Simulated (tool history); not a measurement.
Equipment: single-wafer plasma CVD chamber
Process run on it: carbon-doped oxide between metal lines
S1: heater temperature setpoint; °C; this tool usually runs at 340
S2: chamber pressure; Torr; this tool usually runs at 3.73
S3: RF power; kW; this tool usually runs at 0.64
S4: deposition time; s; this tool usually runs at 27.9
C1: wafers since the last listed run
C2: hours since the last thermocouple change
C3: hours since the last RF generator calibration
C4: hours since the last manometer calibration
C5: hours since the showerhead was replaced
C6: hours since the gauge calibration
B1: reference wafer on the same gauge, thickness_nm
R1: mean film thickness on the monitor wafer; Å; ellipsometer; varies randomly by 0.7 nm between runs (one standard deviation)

| run | hour | S1 | S2 | S3 | S4 | C1 | C2 | C3 | C4 | C5 | C6 | B1 | R1 |
|---|---|---|---|---|---|---|---|---|---|---|---|---|---|
| 1 | 0 | 340 | 3.73 | 0.64 | 27.9 | 0 | 1080.3 | 423.5 | 2441.7 | 3051.8 | 137.7 | 154.535 | 1891.3 |
| 2 | 31.2 | 340 | 3.73 | 0.64 | 27.9 | 953 | 1111.5 | 454.7 | 2472.9 | 3083 | 168.9 | 154.769 | 1895.84 |
| 3 | 61.4 | 340 | 3.73 | 0.64 | 27.9 | 923 | 1141.7 | 484.9 | 2503.1 | 3113.2 | 199.1 | 154.888 | 1894.62 |
| 4 | 157 | 340 | 3.73 | 0.595 | 29.2 | 2922 | 1237.3 | 580.5 | 2598.7 | 3208.8 | 294.7 | 155.496 | 1906.79 |
| 5 | 185.8 | 340 | 3.73 | 0.64 | 27.9 | 880 | 1266.1 | 609.3 | 2627.5 | 3237.6 | 323.5 | 155.629 | 1903.33 |
|  | 199.5 | gauge calibrated |
| 6 | 218.6 | 340 | 3.73 | 0.64 | 27.9 | 1002 | 1298.9 | 642.1 | 2660.3 | 3270.4 | 19.1 | 153.659 | 1881.57 |
| 7 | 235.2 | 340 | 3.73 | 0.64 | 27.9 | 507 | 1315.5 | 658.7 | 2676.9 | 3287 | 35.7 | 153.725 | 1888.1 |
|  | 254.9 | showerhead replaced |
| 8 | 255.4 | 340 | 3.73 | 0.64 | 27.9 | 372 | 1335.7 | 678.9 | 2697.1 | 0.5 | 55.9 | 153.929 | 1881.54 |
|  | 277 | RF generator calibrated |
| 9 | 286.4 | 340 | 3.73 | 0.64 | 27.9 | 703 | 1366.7 | 9.4 | 2728.1 | 31.5 | 86.9 | 153.876 | 1888.84 |
| 10 | 301.5 | 340 | 3.73 | 0.64 | 27.9 | 461 | 1381.8 | 24.5 | 2743.2 | 46.6 | 102 | 154.314 | 1906.4 |
| 11 | 313.6 | 340 | 3.73 | 0.64 | 27.9 | 369 | 1393.9 | 36.6 | 2755.3 | 58.7 | 114.1 | 154.327 | 1894.96 |
|  | 323.1 | thermocouple changed; heater temperature recalibrated |
|  | 339.7 | capacitance manometer re-zeroed and calibrated |
| 12 | 340.2 | 340 | 3.73 | 0.64 | 27.9 | 324 | 17.1 | 63.2 | 0.5 | 85.3 | 140.7 | 154.25 | 1896.38 |
| 13 | 364 | 340 | 3.73 | 0.565 | 29.7 | 727 | 40.9 | 87 | 24.3 | 109.1 | 164.5 | 154.604 | 1853.02 |
| 14 | 377.4 | 340 | 3.73 | 0.64 | 27.9 | 409 | 54.3 | 100.4 | 37.7 | 122.5 | 177.9 | 154.51 | 1897.12 |
| 15 | 405.4 | 340 | 3.73 | 0.68 | 27.9 | 856 | 82.3 | 128.4 | 65.7 | 150.5 | 205.9 | 154.963 | 1976.34 |
| 16 | 435.2 | 340 | 3.73 | 0.64 | 31.3 | 911 | 112.1 | 158.2 | 95.5 | 180.3 | 235.7 | 155.01 | 2137.14 |
| 17 | 450.6 | 340 | 3.73 | 0.64 | 22.7 | 470 | 127.5 | 173.6 | 110.9 | 195.7 | 251.1 | 155.19 | 1558.61 |
| 18 | 481.5 | 330 | 2.85 | 0.545 | 29.5 | 944 | 158.4 | 204.5 | 141.8 | 226.6 | 282 | 155.226 | 1828.04 |
| 19 | 510.2 | 340 | 3.73 | 0.64 | 27.9 | 877 | 187.1 | 233.2 | 170.5 | 255.3 | 310.7 | 155.432 | 1925.25 |
|  | 513.7 | gauge calibrated |
| 20 | 523.7 | 348 | 3.73 | 0.64 | 22.7 | 412 | 200.6 | 246.7 | 184 | 268.8 | 10 | 153.758 | 1500.46 |
| 21 | 544.4 | 340 | 4.48 | 0.7 | 27.9 | 632 | 221.3 | 267.4 | 204.7 | 289.5 | 30.7 | 153.868 | 2079.78 |
| 22 | 576.1 | 340 | 3.73 | 0.64 | 27.9 | 969 | 253 | 299.1 | 236.4 | 321.2 | 62.4 | 154.07 | 1893.86 |
| 23 | 594.3 | 340 | 3.73 | 0.64 | 27.9 | 556 | 271.2 | 317.3 | 254.6 | 339.4 | 80.6 | 154.521 | 1894.68 |
| 24 | 613.4 | 340 | 3.73 | 0.64 | 29.7 | 583 | 290.3 | 336.4 | 273.7 | 358.5 | 99.7 | 154.281 | 2011.32 |

Alternative continuations, all from the tool just after run 24; predict every row:
| A | 613.8 | 340 | 3.73 | 0.58 | 27.9 | 12 | 290.7 | 336.8 | 274.1 | 358.9 | 100.1 | ? | ? |
| B | 613.8 | 347 | 4.26 | 0.53 | 27.9 | 12 | 290.7 | 336.8 | 274.1 | 358.9 | 100.1 | ? | ? |
| C | 613.8 | 332 | 3.46 | 0.57 | 30.2 | 12 | 290.7 | 336.8 | 274.1 | 358.9 | 100.1 | ? | ? |
| D | 613.8 | 331 | 3.05 | 0.64 | 27.9 | 12 | 290.7 | 336.8 | 274.1 | 358.9 | 100.1 | ? | ? |

| run | B1 | R1 |
|---|---|---|
| A | 154.357 | 1763.76 |
| B | 154.357 | 1654.52 |
| C | 154.357 | 1921.93 |
| D | 154.357 | 1901.26 |
Take away the tool's hidden state, keep each run's random variation, and the runs would have read:
| run | R1 |
|---|---|
| A | 1758.88 |
| B | 1649.95 |
| C | 1916.61 |
| D | 1896 |

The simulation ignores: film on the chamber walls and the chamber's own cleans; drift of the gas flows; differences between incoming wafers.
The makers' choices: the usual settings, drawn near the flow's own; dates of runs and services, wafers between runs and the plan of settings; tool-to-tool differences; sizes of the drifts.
